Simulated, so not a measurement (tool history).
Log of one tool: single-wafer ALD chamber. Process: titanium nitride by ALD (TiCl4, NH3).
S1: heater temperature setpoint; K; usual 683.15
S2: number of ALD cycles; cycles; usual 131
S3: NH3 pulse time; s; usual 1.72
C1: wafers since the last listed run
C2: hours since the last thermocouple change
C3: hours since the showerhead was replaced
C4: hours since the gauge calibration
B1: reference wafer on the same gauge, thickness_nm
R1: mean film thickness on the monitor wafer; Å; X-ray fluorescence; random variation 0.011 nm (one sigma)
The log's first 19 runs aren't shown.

{"run": 20, "hour": 1649.1, "S1": 683.15, "S2": 131, "S3": 1.07, "C1": 134, "C2": 688.6, "C3": 4681.7, "C4": 3027.7, "B1": 2.58, "R1": 25.92}
{"hour": 1721.0, "done": "showerhead replaced"}
{"run": 21, "hour": 1871.6, "S1": 676.15, "S2": 155, "S3": 1.26, "C1": 289, "C2": 911.1, "C3": 150.6, "C4": 3250.2, "B1": 2.581, "R1": 30.85}
{"run": 22, "hour": 1934.9, "S1": 683.15, "S2": 120, "S3": 1.72, "C1": 85, "C2": 974.4, "C3": 213.9, "C4": 3313.5, "B1": 2.581, "R1": 24.19}
{"run": 23, "hour": 2013.5, "S1": 671.15, "S2": 131, "S3": 1.72, "C1": 106, "C2": 1053.0, "C3": 292.5, "C4": 3392.1, "B1": 2.583, "R1": 26.21}
{"run": 24, "hour": 2056.5, "S1": 683.15, "S2": 131, "S3": 1.72, "C1": 57, "C2": 1096.0, "C3": 335.5, "C4": 3435.1, "B1": 2.579, "R1": 26.4}
{"run": 25, "hour": 2109.4, "S1": 675.15, "S2": 106, "S3": 2.16, "C1": 71, "C2": 1148.9, "C3": 388.4, "C4": 3488.0, "B1": 2.582, "R1": 21.6}
{"run": 26, "hour": 2158.4, "S1": 683.15, "S2": 119, "S3": 1.72, "C1": 66, "C2": 1197.9, "C3": 437.4, "C4": 3537.0, "B1": 2.581, "R1": 24.02}
{"run": 27, "hour": 2216.7, "S1": 683.15, "S2": 131, "S3": 1.72, "C1": 78, "C2": 1256.2, "C3": 495.7, "C4": 3595.3, "B1": 2.581, "R1": 26.39}
{"hour": 2271.5, "done": "gauge calibrated"}
{"run": 28, "hour": 2305.1, "S1": 683.15, "S2": 131, "S3": 1.72, "C1": 119, "C2": 1344.6, "C3": 584.1, "C4": 33.6, "B1": 2.579, "R1": 26.29}
{"run": 29, "hour": 2363.9, "S1": 688.15, "S2": 154, "S3": 1.33, "C1": 79, "C2": 1403.4, "C3": 642.9, "C4": 92.4, "B1": 2.579, "R1": 30.82}
{"run": 30, "hour": 2414.9, "S1": 683.15, "S2": 121, "S3": 2.2, "C1": 68, "C2": 1454.4, "C3": 693.9, "C4": 143.4, "B1": 2.58, "R1": 24.49}
{"run": 31, "hour": 2512.5, "S1": 691.15, "S2": 131, "S3": 1.72, "C1": 131, "C2": 1552.0, "C3": 791.5, "C4": 241.0, "B1": 2.58, "R1": 26.52}
{"run": 32, "hour": 2599.0, "S1": 683.15, "S2": 131, "S3": 1.28, "C1": 116, "C2": 1638.5, "C3": 878.0, "C4": 327.5, "B1": 2.581, "R1": 26.25}
{"run": 33, "hour": 2670.2, "S1": 683.15, "S2": 131, "S3": 1.72, "C1": 96, "C2": 1709.7, "C3": 949.2, "C4": 398.7, "B1": 2.581, "R1": 26.69}
{"run": 34, "hour": 2715.2, "S1": 677.15, "S2": 144, "S3": 1.72, "C1": 60, "C2": 1754.7, "C3": 994.2, "C4": 443.7, "B1": 2.577, "R1": 28.98}
{"run": 35, "hour": 2768.3, "S1": 683.15, "S2": 131, "S3": 1.72, "C1": 71, "C2": 1807.8, "C3": 1047.3, "C4": 496.8, "B1": 2.578, "R1": 26.62}
{"run": 36, "hour": 2873.0, "S1": 672.15, "S2": 131, "S3": 1.72, "C1": 141, "C2": 1912.5, "C3": 1152.0, "C4": 601.5, "B1": 2.581, "R1": 26.27}
{"run": 37, "hour": 2932.4, "S1": 683.15, "S2": 131, "S3": 2.19, "C1": 80, "C2": 1971.9, "C3": 1211.4, "C4": 660.9, "B1": 2.579, "R1": 26.71}
{"run": 38, "hour": 3009.1, "S1": 683.15, "S2": 131, "S3": 1.05, "C1": 103, "C2": 2048.6, "C3": 1288.1, "C4": 737.6, "B1": 2.58, "R1": 25.98}
{"run": 39, "hour": 3090.1, "S1": 669.15, "S2": 131, "S3": 2.39, "C1": 109, "C2": 2129.6, "C3": 1369.1, "C4": 818.6, "B1": 2.582, "R1": 26.51}

5 ways to go on from here, each from the tool as it stands after run 39. What would each give?
{"run": "A", "hour": 3090.8, "S1": 683.15, "S2": 152, "S3": 1.72, "C1": 0, "C2": 2130.3, "C3": 1369.8, "C4": 819.3, "B1": "?", "R1": "?"}
{"run": "B", "hour": 3090.8, "S1": 679.15, "S2": 123, "S3": 1.09, "C1": 0, "C2": 2130.3, "C3": 1369.8, "C4": 819.3, "B1": "?", "R1": "?"}
{"run": "C", "hour": 3090.8, "S1": 683.15, "S2": 148, "S3": 1.72, "C1": 0, "C2": 2130.3, "C3": 1369.8, "C4": 819.3, "B1": "?", "R1": "?"}
{"run": "D", "hour": 3090.8, "S1": 683.15, "S2": 143, "S3": 2.35, "C1": 0, "C2": 2130.3, "C3": 1369.8, "C4": 819.3, "B1": "?", "R1": "?"}
{"run": "E", "hour": 3090.8, "S1": 676.15, "S2": 131, "S3": 1.72, "C1": 0, "C2": 2130.3, "C3": 1369.8, "C4": 819.3, "B1": "?", "R1": "?"}

run=A B1=2.579 R1=30.68
run=B B1=2.579 R1=24.30
run=C B1=2.579 R1=29.87
run=D B1=2.579 R1=29.16
run=E B1=2.579 R1=26.34
Without the tool's hidden state the same runs would have given:
run=A R1=30.68
run=B R1=24.30
run=C R1=29.87
run=D R1=29.16
run=E R1=26.34

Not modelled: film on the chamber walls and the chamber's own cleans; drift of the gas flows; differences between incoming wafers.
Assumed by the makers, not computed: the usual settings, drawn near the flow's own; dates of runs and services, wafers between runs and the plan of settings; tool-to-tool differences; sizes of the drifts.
